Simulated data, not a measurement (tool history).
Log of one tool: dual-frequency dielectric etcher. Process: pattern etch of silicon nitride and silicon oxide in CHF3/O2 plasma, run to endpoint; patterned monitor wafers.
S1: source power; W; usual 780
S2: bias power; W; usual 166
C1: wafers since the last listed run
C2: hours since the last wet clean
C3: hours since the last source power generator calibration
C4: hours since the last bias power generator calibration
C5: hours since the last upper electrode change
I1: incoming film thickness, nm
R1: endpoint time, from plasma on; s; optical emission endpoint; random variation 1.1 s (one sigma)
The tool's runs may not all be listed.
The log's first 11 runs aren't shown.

run 12 hour=278.6 | S1=710 S2=166 | C1=81 C2=458.4 C3=168.2 C4=4528.7 C5=25.9 | I1=295.1 | R1=171.2
-- hour=311.5 bias power generator calibrated
run 13 hour=312.0 | S1=710 S2=166 | C1=172 C2=491.8 C3=201.6 C4=0.5 C5=59.3 | I1=296.2 | R1=170.9
-- hour=358.6 wet clean of the chamber
run 14 hour=359.1 | S1=710 S2=166 | C1=135 C2=0.5 C3=248.7 C4=47.6 C5=106.4 | I1=296.4 | R1=178.8
run 15 hour=365.6 | S1=780 S2=166 | C1=38 C2=7.0 C3=255.2 C4=54.1 C5=112.9 | I1=292.4 | R1=170.2
run 16 hour=399.2 | S1=930 S2=130 | C1=197 C2=40.6 C3=288.8 C4=87.7 C5=146.5 | I1=298.3 | R1=172.3
run 17 hour=418.1 | S1=930 S2=187 | C1=111 C2=59.5 C3=307.7 C4=106.6 C5=165.4 | I1=293.8 | R1=152.6
run 18 hour=434.2 | S1=780 S2=166 | C1=94 C2=75.6 C3=323.8 C4=122.7 C5=181.5 | I1=295.3 | R1=169.1
run 19 hour=461.9 | S1=870 S2=166 | C1=162 C2=103.3 C3=351.5 C4=150.4 C5=209.2 | I1=295.1 | R1=163.2
run 20 hour=484.1 | S1=940 S2=153 | C1=130 C2=125.5 C3=373.7 C4=172.6 C5=231.4 | I1=295.3 | R1=160.3
run 21 hour=504.3 | S1=580 S2=197 | C1=118 C2=145.7 C3=393.9 C4=192.8 C5=251.6 | I1=295.0 | R1=184.9
run 22 hour=516.5 | S1=680 S2=166 | C1=71 C2=157.9 C3=406.1 C4=205.0 C5=263.8 | I1=295.0 | R1=180.7
run 23 hour=542.9 | S1=780 S2=140 | C1=155 C2=184.3 C3=432.5 C4=231.4 C5=290.2 | I1=293.1 | R1=177.2
run 24 hour=562.0 | S1=780 S2=166 | C1=112 C2=203.4 C3=451.6 C4=250.5 C5=309.3 | I1=293.1 | R1=165.3
run 25 hour=583.4 | S1=780 S2=166 | C1=125 C2=224.8 C3=473.0 C4=271.9 C5=330.7 | I1=295.0 | R1=167.4
run 26 hour=618.8 | S1=930 S2=187 | C1=208 C2=260.2 C3=508.4 C4=307.3 C5=366.1 | I1=294.1 | R1=151.8
run 27 hour=644.2 | S1=780 S2=166 | C1=149 C2=285.6 C3=533.8 C4=332.7 C5=391.5 | I1=296.4 | R1=168.6
run 28 hour=676.0 | S1=610 S2=166 | C1=186 C2=317.4 C3=565.6 C4=364.5 C5=423.3 | I1=294.4 | R1=183.8
run 29 hour=690.8 | S1=720 S2=166 | C1=86 C2=332.2 C3=580.4 C4=379.3 C5=438.1 | I1=294.6 | R1=169.7
run 30 hour=712.5 | S1=780 S2=166 | C1=127 C2=353.9 C3=602.1 C4=401.0 C5=459.8 | I1=295.3 | R1=167.3
run 31 hour=739.0 | S1=910 S2=150 | C1=155 C2=380.4 C3=628.6 C4=427.5 C5=486.3 | I1=294.4 | R1=160.7
run 32 hour=758.3 | S1=630 S2=198 | C1=113 C2=399.7 C3=647.9 C4=446.8 C5=505.6 | I1=296.2 | R1=171.3
run 33 hour=782.2 | S1=780 S2=166 | C1=140 C2=423.6 C3=671.8 C4=470.7 C5=529.5 | I1=296.7 | R1=165.5
run 34 hour=794.8 | S1=710 S2=191 | C1=74 C2=436.2 C3=684.4 C4=483.3 C5=542.1 | I1=299.3 | R1=166.3
run 35 hour=817.5 | S1=640 S2=181 | C1=133 C2=458.9 C3=707.1 C4=506.0 C5=564.8 | I1=296.7 | R1=174.5
run 36 hour=839.9 | S1=780 S2=166 | C1=131 C2=481.3 C3=729.5 C4=528.4 C5=587.2 | I1=296.8 | R1=165.5

3 ways to go on from here, each from the tool as it stands after run 36. What would each give?
run A hour=840.4 | S1=780 S2=166 | C1=2 C2=481.8 C3=730.0 C4=528.9 C5=587.7 | I1=295.9 | R1=?
run B hour=840.4 | S1=720 S2=135 | C1=2 C2=481.8 C3=730.0 C4=528.9 C5=587.7 | I1=295.9 | R1=?
run C hour=840.4 | S1=710 S2=189 | C1=2 C2=481.8 C3=730.0 C4=528.9 C5=587.7 | I1=295.9 | R1=?

run=A R1=165.8
run=B R1=180.3
run=C R1=166.6
Without the tool's hidden state the same runs would have given:
run=A R1=173.4
run=B R1=188.6
run=C R1=174.2
